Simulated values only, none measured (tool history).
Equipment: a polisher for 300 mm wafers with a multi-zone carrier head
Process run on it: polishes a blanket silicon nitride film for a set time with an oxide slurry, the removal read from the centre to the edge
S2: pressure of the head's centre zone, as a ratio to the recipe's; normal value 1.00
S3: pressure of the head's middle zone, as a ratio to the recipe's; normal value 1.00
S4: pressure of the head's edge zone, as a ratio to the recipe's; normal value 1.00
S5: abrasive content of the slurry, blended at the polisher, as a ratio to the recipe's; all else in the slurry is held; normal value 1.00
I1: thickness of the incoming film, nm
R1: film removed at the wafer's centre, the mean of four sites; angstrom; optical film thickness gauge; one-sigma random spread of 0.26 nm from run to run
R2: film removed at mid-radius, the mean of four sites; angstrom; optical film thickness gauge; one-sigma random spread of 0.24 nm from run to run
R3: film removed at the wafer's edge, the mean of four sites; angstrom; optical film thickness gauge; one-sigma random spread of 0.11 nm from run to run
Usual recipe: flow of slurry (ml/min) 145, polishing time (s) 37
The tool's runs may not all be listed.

run 1 day=0.000 | flow_of_slurry_(ml/min)=145 S2=1.00 S3=1.00 S4=1.00 S5=1.00 polishing_time_(s)=37 | I1=325.2 | R1=170 R2=172 R3=174
run 2 day=2.608 | flow_of_slurry_(ml/min)=145 S2=1.00 S3=1.00 S4=1.00 S5=1.00 polishing_time_(s)=37 | I1=315.2 | R1=176 R2=176 R3=175
run 3 day=3.888 | flow_of_slurry_(ml/min)=145 S2=1.00 S3=1.00 S4=0.95 S5=1.00 polishing_time_(s)=43 | I1=325.1 | R1=198 R2=203 R3=198
-- day=4.362 edge zone pressure recalibrated
run 4 day=5.975 | flow_of_slurry_(ml/min)=145 S2=1.00 S3=1.00 S4=1.00 S5=1.00 polishing_time_(s)=37 | I1=319.3 | R1=170 R2=175 R3=174
-- day=7.708 worn pad replaced by a new one
run 5 day=7.729 | flow_of_slurry_(ml/min)=95 S2=1.00 S3=1.00 S4=1.00 S5=1.00 polishing_time_(s)=37 | I1=316.5 | R1=159 R2=166 R3=168
run 6 day=8.833 | flow_of_slurry_(ml/min)=145 S2=1.00 S3=1.00 S4=1.00 S5=1.00 polishing_time_(s)=37 | I1=323.8 | R1=163 R2=171 R3=173
run 7 day=10.129 | flow_of_slurry_(ml/min)=145 S2=1.00 S3=1.00 S4=1.00 S5=1.00 polishing_time_(s)=37 | I1=319.8 | R1=165 R2=171 R3=173
run 8 day=12.488 | flow_of_slurry_(ml/min)=145 S2=1.04 S3=1.00 S4=1.06 S5=0.80 polishing_time_(s)=41 | I1=320.7 | R1=162 R2=171 R3=176
-- day=14.300 centre zone pressure recalibrated
run 9 day=14.329 | flow_of_slurry_(ml/min)=145 S2=0.96 S3=1.00 S4=1.00 S5=0.90 polishing_time_(s)=45 | I1=315.6 | R1=193 R2=202 R3=200
run 10 day=16.454 | flow_of_slurry_(ml/min)=145 S2=1.00 S3=1.00 S4=1.00 S5=1.00 polishing_time_(s)=37 | I1=321.4 | R1=176 R2=176 R3=174
-- day=17.775 slurry nozzle cleaned
run 11 day=18.588 | flow_of_slurry_(ml/min)=145 S2=1.06 S3=1.04 S4=1.00 S5=0.90 polishing_time_(s)=45 | I1=323.2 | R1=215 R2=211 R3=200
-- day=18.808 carrier head's membrane replaced by a new one
run 12 day=20.838 | flow_of_slurry_(ml/min)=145 S2=0.96 S3=1.00 S4=1.00 S5=1.00 polishing_time_(s)=49 | I1=315.9 | R1=219 R2=229 R3=229
run 13 day=22.479 | flow_of_slurry_(ml/min)=145 S2=1.00 S3=1.00 S4=1.00 S5=1.00 polishing_time_(s)=37 | I1=323.4 | R1=172 R2=171 R3=175
-- day=23.633 worn pad replaced by a new one
run 14 day=24.825 | flow_of_slurry_(ml/min)=145 S2=0.88 S3=1.00 S4=1.00 S5=1.00 polishing_time_(s)=37 | I1=319.9 | R1=152 R2=169 R3=175
run 15 day=26.225 | flow_of_slurry_(ml/min)=115 S2=1.00 S3=1.00 S4=1.00 S5=1.00 polishing_time_(s)=37 | I1=315.9 | R1=164 R2=166 R3=171
-- day=26.988 edge zone pressure recalibrated
run 16 day=28.621 | flow_of_slurry_(ml/min)=145 S2=1.00 S3=1.00 S4=0.95 S5=1.20 polishing_time_(s)=37 | I1=317.2 | R1=179 R2=193 R3=185
run 17 day=29.896 | flow_of_slurry_(ml/min)=145 S2=1.00 S3=1.08 S4=1.00 S5=1.00 polishing_time_(s)=37 | I1=324.3 | R1=166 R2=185 R3=176
run 18 day=31.138 | flow_of_slurry_(ml/min)=145 S2=1.00 S3=1.05 S4=1.00 S5=0.75 polishing_time_(s)=30 | I1=322.1 | R1=111 R2=125 R3=121
run 19 day=33.942 | flow_of_slurry_(ml/min)=145 S2=1.00 S3=1.00 S4=1.00 S5=1.00 polishing_time_(s)=37 | I1=313.5 | R1=166 R2=174 R3=175
run 20 day=35.846 | flow_of_slurry_(ml/min)=95 S2=1.00 S3=1.00 S4=1.00 S5=1.00 polishing_time_(s)=37 | I1=323.4 | R1=151 R2=160 R3=169
-- day=37.058 centre zone pressure recalibrated
run 21 day=37.946 | flow_of_slurry_(ml/min)=145 S2=1.00 S3=1.09 S4=1.07 S5=1.00 polishing_time_(s)=37 | I1=318.3 | R1=178 R2=187 R3=176
-- day=39.500 worn pad replaced by a new one
-- day=39.538 carrier head's membrane replaced by a new one
run 22 day=44.058 | flow_of_slurry_(ml/min)=145 S2=1.00 S3=1.00 S4=1.00 S5=1.00 polishing_time_(s)=37 | I1=317.6 | R1=169 R2=173 R3=176

3 options for the next run, each taken on its own from the tool as it stands now. Forecast them:
run A day=44.075 | flow_of_slurry_(ml/min)=145 S2=1.00 S3=1.00 S4=1.00 S5=1.00 polishing_time_(s)=37 | I1=320.8 | R1=? R2=? R3=?
run B day=44.075 | flow_of_slurry_(ml/min)=180 S2=1.00 S3=1.04 S4=1.00 S5=1.00 polishing_time_(s)=37 | I1=320.8 | R1=? R2=? R3=?
run C day=44.075 | flow_of_slurry_(ml/min)=115 S2=1.00 S3=1.00 S4=1.11 S5=1.00 polishing_time_(s)=37 | I1=320.8 | R1=? R2=? R3=?

run=A R1=172 R2=177 R3=176
run=B R1=177 R2=187 R3=179
run=C R1=167 R2=172 R3=180
The same runs, with their run-to-run variation unchanged, on a tool lacking any hidden condition would have given:
run=A R1=174 R2=177 R3=176
run=B R1=179 R2=187 R3=179
run=C R1=168 R2=172 R3=180
